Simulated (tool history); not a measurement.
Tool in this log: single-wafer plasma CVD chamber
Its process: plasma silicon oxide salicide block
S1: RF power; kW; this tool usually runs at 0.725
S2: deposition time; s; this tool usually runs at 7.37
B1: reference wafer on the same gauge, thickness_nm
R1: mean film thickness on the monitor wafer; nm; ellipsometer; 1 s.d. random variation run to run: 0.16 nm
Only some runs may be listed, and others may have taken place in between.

{"run": 1, "day": 0.0, "S1": 0.725, "S2": 6.91, "B1": 85.867, "R1": 73.231}
{"run": 2, "day": 1.204, "S1": 0.725, "S2": 6.91, "B1": 86.036, "R1": 73.523}
{"run": 3, "day": 2.192, "S1": 0.615, "S2": 7.37, "B1": 86.21, "R1": 73.199}
{"run": 4, "day": 3.521, "S1": 0.725, "S2": 7.37, "B1": 86.346, "R1": 78.331}
{"run": 5, "day": 4.154, "S1": 0.725, "S2": 7.05, "B1": 86.422, "R1": 75.017}
{"run": 6, "day": 5.208, "S1": 0.725, "S2": 7.05, "B1": 86.462, "R1": 75.149}
{"run": 7, "day": 6.212, "S1": 0.725, "S2": 7.05, "B1": 86.514, "R1": 75.211}
{"run": 8, "day": 7.267, "S1": 0.725, "S2": 7.37, "B1": 86.647, "R1": 78.883}
{"run": 9, "day": 7.925, "S1": 0.725, "S2": 7.37, "B1": 86.572, "R1": 78.445}
{"run": 10, "day": 9.283, "S1": 0.725, "S2": 7.73, "B1": 86.725, "R1": 82.649}
{"run": 11, "day": 10.65, "S1": 0.725, "S2": 7.73, "B1": 86.862, "R1": 82.295}
{"run": 12, "day": 11.9, "S1": 0.725, "S2": 7.73, "B1": 86.882, "R1": 83.063}
{"run": 13, "day": 13.004, "S1": 0.725, "S2": 7.37, "B1": 86.97, "R1": 79.267}
{"run": 14, "day": 14.388, "S1": 0.725, "S2": 7.37, "B1": 86.978, "R1": 79.284}
{"run": 15, "day": 14.888, "S1": 0.61, "S2": 6.55, "B1": 87.026, "R1": 65.361}
{"run": 16, "day": 15.458, "S1": 0.61, "S2": 6.55, "B1": 86.985, "R1": 65.745}
{"run": 17, "day": 16.112, "S1": 0.61, "S2": 6.55, "B1": 87.061, "R1": 65.514}
{"day": 16.642, "done": "showerhead replaced"}
{"run": 18, "day": 17.2, "S1": 0.725, "S2": 6.47, "B1": 87.136, "R1": 69.477}
{"run": 19, "day": 18.4, "S1": 0.725, "S2": 6.47, "B1": 87.125, "R1": 69.552}
{"run": 20, "day": 19.496, "S1": 0.665, "S2": 7.37, "B1": 87.171, "R1": 76.437}
{"run": 21, "day": 20.796, "S1": 0.725, "S2": 7.75, "B1": 87.185, "R1": 83.43}
{"run": 22, "day": 21.75, "S1": 0.725, "S2": 6.6, "B1": 87.115, "R1": 70.955}
{"run": 23, "day": 23.112, "S1": 0.685, "S2": 7.37, "B1": 87.263, "R1": 77.646}
{"day": 23.625, "done": "RF generator calibrated"}
{"run": 24, "day": 24.112, "S1": 0.66, "S2": 6.54, "B1": 87.216, "R1": 67.827}
{"run": 25, "day": 25.2, "S1": 0.845, "S2": 6.41, "B1": 87.263, "R1": 73.022}
{"run": 26, "day": 25.733, "S1": 0.61, "S2": 7.37, "B1": 87.234, "R1": 74.002}
{"day": 25.988, "done": "gauge calibrated"}
{"run": 27, "day": 27.017, "S1": 0.725, "S2": 7.37, "B1": 85.649, "R1": 77.826}
{"run": 28, "day": 27.996, "S1": 0.725, "S2": 8.65, "B1": 85.858, "R1": 91.646}
{"run": 29, "day": 30.304, "S1": 0.675, "S2": 7.37, "B1": 86.126, "R1": 75.909}
{"run": 30, "day": 31.383, "S1": 0.725, "S2": 5.94, "B1": 86.259, "R1": 63.344}
{"run": 31, "day": 32.7, "S1": 0.64, "S2": 6.33, "B1": 86.471, "R1": 64.127}
{"run": 32, "day": 33.762, "S1": 0.82, "S2": 6.94, "B1": 86.482, "R1": 77.459}
{"run": 33, "day": 34.808, "S1": 0.785, "S2": 7.37, "B1": 86.644, "R1": 81.07}
{"run": 34, "day": 35.892, "S1": 0.725, "S2": 7.37, "B1": 86.654, "R1": 78.681}
{"run": 35, "day": 37.267, "S1": 0.725, "S2": 7.37, "B1": 86.708, "R1": 78.712}
{"run": 36, "day": 38.325, "S1": 0.58, "S2": 6.19, "B1": 86.82, "R1": 60.652}
{"run": 37, "day": 39.771, "S1": 0.61, "S2": 8.52, "B1": 86.827, "R1": 85.223}
{"run": 38, "day": 40.292, "S1": 0.725, "S2": 7.37, "B1": 86.915, "R1": 78.804}
{"run": 39, "day": 41.108, "S1": 0.725, "S2": 7.37, "B1": 86.97, "R1": 79.111}

Measured result minus the same run's result without the hidden state. Both carry the same run-to-run variation, though not necessarily the same gauge scatter:
Hidden conditions of the tool in this case: delivered RF power above the setpoint (%); gauge reads high (%).
run=1 R1=+0.437
run=2 R1=+0.572
run=3 R1=+0.668
run=4 R1=+0.841
run=5 R1=+0.858
run=6 R1=+0.940
run=7 R1=+1.010
run=8 R1=+1.129
run=9 R1=+1.163
run=10 R1=+1.304
run=11 R1=+1.368
run=12 R1=+1.437
run=13 R1=+1.413
run=14 R1=+1.461
run=15 R1=+1.217
run=16 R1=+1.239
run=17 R1=+1.249
run=18 R1=+1.349
run=19 R1=+1.375
run=20 R1=+1.534
run=21 R1=+1.700
run=22 R1=+1.459
run=23 R1=+1.618
run=24 R1=+1.425
run=25 R1=+1.545
run=26 R1=+1.572
run=27 R1=+0.246
run=28 R1=+0.451
run=29 R1=+0.642
run=30 R1=+0.625
run=31 R1=+0.731
run=32 R1=+0.967
run=33 R1=+1.092
run=34 R1=+1.131
run=35 R1=+1.213
run=36 R1=+0.977
run=37 R1=+1.446
run=38 R1=+1.359
run=39 R1=+1.397
